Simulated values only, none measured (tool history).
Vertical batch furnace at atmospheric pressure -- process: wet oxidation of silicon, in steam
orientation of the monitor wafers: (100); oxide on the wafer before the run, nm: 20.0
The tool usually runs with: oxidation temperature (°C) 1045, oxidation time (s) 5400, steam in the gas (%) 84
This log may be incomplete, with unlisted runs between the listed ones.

| run | hour | oxidation temperature (°C) | oxidation time (s) | steam in the gas (%) | read-back reference wafer on the same gauge, thickness | oxide thickness on the monitor wafer (angstrom) |
|---|---|---|---|---|---|---|
| 1 | 0 | 1045 | 7530 | 84 | 870.85 | 8963.7 |
| 2 | 84.1 | 1032 | 5400 | 84 | 871.35 | 6937.4 |
| 3 | 257.6 | 1045 | 5400 | 90 | 870.85 | 7692.6 |
| 4 | 308.4 | 1045 | 5400 | 90 | 870.77 | 7723 |
| 5 | 358.8 | 1045 | 5400 | 90 | 870.46 | 7693.6 |
| 6 | 402.3 | 1045 | 6180 | 84 | 870.94 | 7984.9 |
|  | 492.4 | thermocouples replaced and temperature profile calibrated |
| 7 | 494.6 | 1045 | 6150 | 88 | 871.49 | 8284.1 |
| 8 | 553.1 | 1045 | 5400 | 79 | 870.6 | 7236.4 |
| 9 | 630.6 | 1045 | 5400 | 84 | 870.97 | 7500.2 |
| 10 | 726.1 | 1045 | 5400 | 81 | 870.63 | 7291.5 |
| 11 | 832.8 | 1045 | 5400 | 81 | 871.58 | 7350.1 |
| 12 | 921.6 | 1045 | 5400 | 81 | 870.89 | 7342.2 |
|  | 960 | gauge calibrated |
| 13 | 1016.3 | 1045 | 5400 | 84 | 871.28 | 7491.2 |
| 14 | 1064.3 | 1045 | 5400 | 84 | 870.6 | 7554.4 |
|  | 1128.5 | thermocouples replaced and temperature profile calibrated, repeated, since the last time left the tool worse |
| 15 | 1130.8 | 1045 | 5400 | 84 | 870.67 | 7333 |
| 16 | 1226.2 | 1045 | 5400 | 84 | 870.53 | 7307 |
| 17 | 1287.6 | 1045 | 5400 | 84 | 870.58 | 7312.5 |
| 18 | 1390.8 | 1045 | 5400 | 84 | 871.08 | 7326.4 |
| 19 | 1490.4 | 1051 | 8070 | 84 | 870.36 | 9488.6 |
| 20 | 1590.4 | 1045 | 5400 | 84 | 870.89 | 7350.7 |
| 21 | 1636.5 | 1045 | 5400 | 87 | 870.63 | 7503.5 |
| 22 | 1673 | 1021 | 8100 | 81 | 870.88 | 8145.5 |
| 23 | 1728.6 | 1045 | 5400 | 81 | 871.26 | 7201.2 |
|  | 1782.3 | steam generator serviced |
| 24 | 1826.4 | 1045 | 5400 | 84 | 870.93 | 7370.6 |
| 25 | 1904.5 | 1024 | 8100 | 84 | 870.51 | 8464.7 |
| 26 | 1985.2 | 1045 | 5400 | 84 | 870.73 | 7370.5 |
| 27 | 2077.3 | 1045 | 6780 | 84 | 871.18 | 8403.3 |
| 28 | 2145.5 | 1028 | 5400 | 84 | 870.93 | 6750.4 |
| 29 | 2207.5 | 1054 | 6120 | 84 | 871.32 | 8297.1 |
| 30 | 2394.6 | 1045 | 5400 | 84 | 871.04 | 7406 |
| 31 | 2455 | 1061 | 6480 | 91 | 871.56 | 9224.5 |
| 32 | 2539.8 | 1060 | 5400 | 84 | 870.78 | 7913.7 |
| 33 | 2638.1 | 1045 | 5400 | 84 | 871.25 | 7410.1 |
| 34 | 2690.6 | 1056 | 3330 | 89 | 871.08 | 6083.7 |
| 35 | 2787.6 | 1055 | 7080 | 84 | 871.35 | 9064.9 |
| 36 | 2885.5 | 1023 | 4680 | 72 | 871.01 | 5502.8 |
|  | 2934.8 | thermocouples replaced and temperature profile calibrated |
| 37 | 2935.3 | 1067 | 5400 | 77 | 870.54 | 7695 |
| 38 | 2986.8 | 1045 | 5400 | 84 | 871.38 | 7336.3 |

What if the next run were any one of these 3? Each begins from the tool's condition after run 38:
| A | 2992.7 | 1045 | 8100 | 84 | ? | ? |
| B | 2992.7 | 1060 | 3120 | 84 | ? | ? |
| C | 2992.7 | 1045 | 6210 | 90 | ? | ? |

| run | read-back reference wafer on the same gauge, thickness | oxide thickness on the monitor wafer (angstrom) |
|---|---|---|
| A | 871.25 | 9232.3 |
| B | 871.25 | 5670.7 |
| C | 871.25 | 8238.1 |
Without the tool's unlogged condition, the same runs would have read:
| run | oxide thickness on the monitor wafer (angstrom) |
|---|---|
| A | 9217.2 |
| B | 5660.2 |
| C | 8224.1 |
